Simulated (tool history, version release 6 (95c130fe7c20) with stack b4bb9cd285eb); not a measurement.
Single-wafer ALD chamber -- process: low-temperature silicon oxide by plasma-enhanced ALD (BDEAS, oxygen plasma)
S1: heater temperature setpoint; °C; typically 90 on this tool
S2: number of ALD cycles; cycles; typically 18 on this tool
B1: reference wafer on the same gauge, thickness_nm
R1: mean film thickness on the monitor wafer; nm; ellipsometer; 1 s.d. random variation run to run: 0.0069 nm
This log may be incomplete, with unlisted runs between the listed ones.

run	day	S1	S2	B1	R1
1	0.000	90	18	2.287	2.452
2	2.662	90	18	2.293	2.451
3	5.138	90	18	2.290	2.438
4	7.971	97	18	2.287	2.400
5	11.742	97	18	2.288	2.388
6	14.433	90	21	2.288	2.904
7	15.992	90	21	2.291	2.907
8	20.029	90	18	2.290	2.481
9	22.679	81	16	2.288	2.282
10	25.346	90	14	2.293	1.923
11	29.233	90	16	2.288	2.215
12	32.992	80	19	2.291	2.727
13	36.004	83	16	2.291	2.259
14	40.300	80	18	2.289	2.572
15	44.062	90	18	2.289	2.477
16	46.088	98	21	2.293	2.797

Missing from the log above: 2 entries noted between runs. For each, name the pair of listed runs it sits between and say how the tool's hidden condition differs from the listed run just before to the listed run just after:
Run 5 -> run 6: thermocouple changed; heater temperature recalibrated (day 14.412)
  wafer temperature above the value expected at the setpoint (K): 6.48 -> -0.232
  the result without the hidden state subtracted from the measured one, R1: -0.041 -> +0.003 nm
Run 6 -> run 7: gauge calibrated (day 15.912)
  wafer temperature above the value expected at the setpoint (K): -0.232 -> -0.227
  the result without the hidden state subtracted from the measured one, R1: +0.003 -> +0.002 nm
